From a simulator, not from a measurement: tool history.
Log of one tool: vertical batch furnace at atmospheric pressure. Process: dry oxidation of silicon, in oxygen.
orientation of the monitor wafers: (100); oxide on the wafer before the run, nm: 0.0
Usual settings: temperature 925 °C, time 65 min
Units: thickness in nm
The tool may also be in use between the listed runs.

run    hour  temperature  time  read-back reference wafer on the same gauge, thickness  thickness
  1       0          931    43                                                   23.32      20.64
  2    73.6          906  73.5                                                   23.29      22.95
  3   150.9          906  73.5                                                   23.31      22.72
  4   240.2          906  73.5                                                   23.32      22.69
  5   334.4          925    65                                                   23.31      25.23
  6   372.5          925    65                                                   23.28      25.28
  7   527.8          925    65                                                   23.34      25.27
      624.8  -- thermocouples replaced and temperature profile calibrated
  8   625.3          925    65                                                   23.31       25.3
  9   687.7          925    47                                                   23.29      20.39
 10   780.7          925    47                                                   23.27      20.32
 11   883.8          925    47                                                   23.32      20.34
 12   934.8          925    65                                                   23.28      25.13
 13   995.3          925    65                                                    23.3      25.15
 14  1042.3          925    65                                                   23.32      25.11
 15  1106.9          925    65                                                   23.28      24.97
 16  1201.2          925  83.5                                                   23.27      29.53
     1247.8  -- gauge calibrated
 17  1293.8          925  83.5                                                   23.29      29.41
 18  1332.8          925    65                                                   23.29      24.64
 19  1426.1          903  53.5                                                    23.3      17.44
 20  1477.7          908  46.5                                                   23.28      16.82
     1665.9  -- boat lift adjusted
 21  1666.4          944    65                                                   23.28      31.21
 22  1758.8          925    65                                                    23.3      25.61
 23  1850.1          925    65                                                   23.33      25.41
 24  1907.2          925    65                                                   23.31       25.6
 25  1986.4          925    65                                                   23.29      25.45
     2061.3  -- thermocouples replaced and temperature profile calibrated
 26  2061.8          911  92.5                                                   23.31      28.13
 27  2179.9          916    93                                                   23.32      29.27
 28  2262.4          906  73.5                                                   23.28       22.7
 29  2351.9          915    65                                                   23.33      22.98
 30  2439.3          913    89                                                   23.29      27.46
 31  2502.9          946  34.5                                                   23.28      20.72
 32  2606.9          912  94.5                                                   23.33      28.43
 33  2668.6          942  88.5                                                   23.34      37.06
 34  2734.3          917    65                                                   23.34       23.2
 35    2833          925    65                                                   23.33      25.01

3 ways to go on from here, each from the tool as it stands after run 35. What would each give?
  A  2837.2          936    65                                                       ?          ?
  B  2837.2          948    65                                                       ?          ?
  C  2837.2          901  87.5                                                       ?          ?

run  read-back reference wafer on the same gauge, thickness  thickness
  A                                                    23.3      27.88
  B                                                    23.3      31.63
  C                                                    23.3      24.02
Without the tool's hidden state the same runs would have given:
run  thickness
  A      28.75
  B      32.68
  C      24.77
